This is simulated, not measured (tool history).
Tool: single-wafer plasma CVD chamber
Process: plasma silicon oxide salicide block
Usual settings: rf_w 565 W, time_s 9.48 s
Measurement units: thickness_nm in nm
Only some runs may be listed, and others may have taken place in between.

run	hour	rf_w	time_s	wafers since the last listed run	hours since the last RF generator calibration	hours since the showerhead was replaced	hours since the gauge calibration	read-back reference wafer on the same gauge, thickness_nm	thickness_nm
1	0.0	565	9.48	0	692.8	1913.5	699.5	89.226	86.633
2	35.5	565	9.48	1210	728.3	1949.0	735.0	89.483	87.401
3	56.3	635	8.13	708	749.1	1969.8	755.8	89.175	78.571
4	87.1	635	8.13	1049	779.9	2000.6	786.6	89.286	79.288
5	104.9	635	8.13	606	797.7	2018.4	804.4	89.458	78.890
6	134.7	565	9.48	1015	827.5	2048.2	834.2	89.420	86.776
7	151.8	565	9.48	582	844.6	2065.3	851.3	89.047	86.168
8	183.9	565	9.48	1094	876.7	2097.4	883.4	89.253	86.433
9	251.0	565	9.04	2287	943.8	2164.5	950.5	89.174	82.709
10	280.6	565	10.56	1008	973.4	2194.1	980.1	89.172	95.169
11	307.1	565	10.56	903	999.9	2220.6	1006.6	89.359	95.704
12	340.4	565	9.48	1135	1033.2	2253.9	1039.9	89.332	85.962
13	376.0	565	9.48	1213	1068.8	2289.5	1075.5	89.079	84.468
14	483.2	565	9.48	3653	1176.0	2396.7	1182.7	89.388	85.269
15	509.5	565	9.48	896	1202.3	2423.0	1209.0	89.563	84.779
# hour 518.4: RF generator calibrated
16	564.7	565	9.48	1608	46.3	2478.2	1264.2	89.267	83.503
17	632.3	565	9.48	2304	113.9	2545.8	1331.8	89.299	82.907
18	649.9	565	8.47	599	131.5	2563.4	1349.4	89.470	74.206
# hour 688.0: gauge calibrated
19	730.1	565	9.48	2733	211.7	2643.6	42.1	89.334	83.404
20	749.0	565	9.48	644	230.6	2662.5	61.0	89.109	83.015
21	769.4	565	9.48	695	251.0	2682.9	81.4	89.300	83.525
22	795.0	565	7.89	872	276.6	2708.5	107.0	89.331	69.437
23	807.6	465	10.54	429	289.2	2721.1	119.6	89.094	83.667
# hour 838.5: RF generator calibrated, repeated, since the last time left the tool worse
# hour 842.5: showerhead replaced
24	843.0	460	8.37	795	4.5	0.5	155.0	89.133	69.593
25	852.2	465	10.29	313	13.7	9.7	164.2	89.374	86.259
26	867.5	565	9.48	521	29.0	25.0	179.5	89.209	87.580
27	891.3	525	10.72	811	52.8	48.8	203.3	89.202	95.129
28	911.2	500	8.03	678	72.7	68.7	223.2	89.232	69.680
29	939.4	630	8.40	961	100.9	96.9	251.4	89.164	82.068
30	951.6	565	9.48	415	113.1	109.1	263.6	89.407	87.478
31	968.8	485	9.48	586	130.3	126.3	280.8	89.251	80.539
32	983.8	460	10.01	511	145.3	141.3	295.8	89.201	82.935
33	1001.8	490	10.75	613	163.3	159.3	313.8	89.226	92.246
34	1015.5	565	9.48	466	177.0	173.0	327.5	89.037	87.314
35	1049.3	635	8.13	1152	210.8	206.8	361.3	89.325	79.802
36	1077.4	520	11.03	957	238.9	234.9	389.4	89.311	97.673
37	1111.7	495	11.15	1169	273.2	269.2	423.7	89.266	95.671
38	1131.9	565	9.48	688	293.4	289.4	443.9	89.398	88.070
39	1151.9	530	11.30	681	313.4	309.4	463.9	89.307	100.851
40	1180.2	510	10.48	964	341.7	337.7	492.2	89.091	91.926
41	1196.3	565	9.48	548	357.8	353.8	508.3	89.370	87.979
42	1252.7	565	10.37	1922	414.2	410.2	564.7	89.505	95.221
43	1265.7	470	10.34	443	427.2	423.2	577.7	89.450	86.581
44	1278.3	465	7.67	429	439.8	435.8	590.3	89.273	63.458
45	1294.2	605	8.17	541	455.7	451.7	606.2	89.284	77.353

Below are 3 alternative next runs, each starting from the tool's condition after run 45. Predict each:
A	1294.6	565	9.48	13	456.1	452.1	606.6	?	?
B	1294.6	465	8.99	13	456.1	452.1	606.6	?	?
C	1294.6	565	10.36	13	456.1	452.1	606.6	?	?

run	read-back reference wafer on the same gauge, thickness_nm	thickness_nm
A	89.563	86.536
B	89.563	73.885
C	89.563	94.568
Had the tool no hidden state, the same runs would have come out as:
run	thickness_nm
A	87.028
B	74.306
C	95.107

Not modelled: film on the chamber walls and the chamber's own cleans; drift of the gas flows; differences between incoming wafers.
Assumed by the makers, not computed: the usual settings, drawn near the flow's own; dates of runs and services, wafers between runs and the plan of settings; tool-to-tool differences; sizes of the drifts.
